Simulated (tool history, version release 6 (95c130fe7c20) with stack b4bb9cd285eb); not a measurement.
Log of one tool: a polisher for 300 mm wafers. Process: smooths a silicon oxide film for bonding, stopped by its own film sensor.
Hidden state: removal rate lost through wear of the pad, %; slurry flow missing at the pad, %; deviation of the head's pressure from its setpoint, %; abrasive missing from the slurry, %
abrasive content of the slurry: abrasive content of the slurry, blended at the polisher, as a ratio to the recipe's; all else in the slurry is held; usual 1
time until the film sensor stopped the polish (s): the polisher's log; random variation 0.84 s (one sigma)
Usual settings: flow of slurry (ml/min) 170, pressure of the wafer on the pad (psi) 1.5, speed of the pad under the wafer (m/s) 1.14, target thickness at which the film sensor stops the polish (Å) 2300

run	hour	flow of slurry (ml/min)	pressure of the wafer on the pad (psi)	speed of the pad under the wafer (m/s)	abrasive content of the slurry	target thickness at which the film sensor stops the polish (Å)	wafers since the last listed run	wafers polished on this pad	hours since the slurry nozzle was cleaned	hours since the head pressure was calibrated	hours since the slurry blender was calibrated	incoming thickness of the incoming film, nm	time until the film sensor stopped the polish (s)
1	0	170	1.9	1.14	1	2300	0	436	226.6	1281.7	332.5	299.7	82.3
2	7.9	170	1.9	1.14	1	2300	44	481	234.5	1289.6	340.4	303.3	86.1
3	25.4	170	1.5	1.14	1	2300	98	580	252	1307.1	357.9	300	104.3
# hour 31.7: worn pad replaced by a new one
4	40.1	170	1.5	1.14	1	2300	60	47	266.7	1321.8	372.6	293.1	87.1
5	60.8	170	1.5	0.98	1	2300	116	164	287.4	1342.5	393.3	298.9	107.5
6	71.7	170	1.3	1.14	1	2300	61	225	298.3	1353.4	404.2	298.5	109.1
7	88.4	170	1.5	1.14	1	2300	94	320	315	1370.1	420.9	303.3	103.2
8	105.2	170	1.5	1.14	1	2300	94	414	331.8	1386.9	437.7	302.7	104.7
9	112.7	170	1.5	1.14	1	2300	42	457	339.3	1394.4	445.2	297.9	97.8
10	123.3	170	1.5	1.14	1	2300	59	516	349.9	1405	455.8	303.9	108
# hour 128.2: slurry blender recalibrated
# hour 130.8: worn pad replaced by a new one
11	137.3	170	1.5	1.14	1.1	2300	53	36	363.9	1419	9.1	299.6	104.1
12	150.8	170	1.5	1.14	1.1	2300	76	112	377.4	1432.5	22.6	299	103.9
# hour 172.1: head pressure recalibrated
# hour 191.7: worn pad replaced by a new one, repeated, since the last time left the tool worse
13	192.2	225	1.5	1.14	1	2300	199	2	418.8	20.1	64	295	88.4
14	201.4	170	1.7	1.14	1.25	2300	51	54	428	29.3	73.2	294.5	72.4
# hour 206.8: slurry nozzle cleaned
15	215.7	170	1.9	1.14	1	2300	75	129	8.9	43.6	87.5	298.5	77.8
16	255.2	135	1.5	1.14	1	2300	222	352	48.4	83.1	127	298.8	101.9
17	288.2	205	1.3	1.14	1	2300	186	538	81.4	116.1	160	299.2	113.8
# hour 306.8: worn pad replaced by a new one
18	307.3	170	1.3	1.14	1	2120	85	2	100.5	135.2	179.1	306.1	148.7
19	315.9	170	1.2	1.14	0.9	2400	48	51	109.1	143.8	187.7	298	103.8
20	329.1	170	1.5	0.98	1	2300	74	125	122.3	157	200.9	305	116
21	343.8	170	1.5	1.34	1	2300	82	208	137	171.7	215.6	301.5	89.7
22	397.4	210	1.8	1.14	1	2300	302	511	190.6	225.3	269.2	299.9	84.4
# hour 401.6: worn pad replaced by a new one
23	406.9	170	1.5	1.3	1	2300	31	29	200.1	234.8	278.7	298.8	87.6
24	414.6	170	1.5	1.14	1	2380	43	73	207.8	242.5	286.4	298.2	84.1

4 ways to go on from here, each from the tool as it stands after run 24. What would each give?
A	415.1	170	1.5	1.14	1	2300	2	76	208.3	243	286.9	305.5	?
B	415.1	150	1.8	1.14	1	2300	2	76	208.3	243	286.9	305.5	?
C	415.1	170	1.1	1.4	1	2530	2	76	208.3	243	286.9	305.5	?
D	415.1	125	1.5	1.14	1	2300	2	76	208.3	243	286.9	305.5	?

run	time until the film sensor stopped the polish (s)
A	106
B	91.4
C	83.2
D	109.5
Without the tool's hidden state the same runs would have given:
run	time until the film sensor stopped the polish (s)
A	104.3
B	90
C	81.9
D	107.8
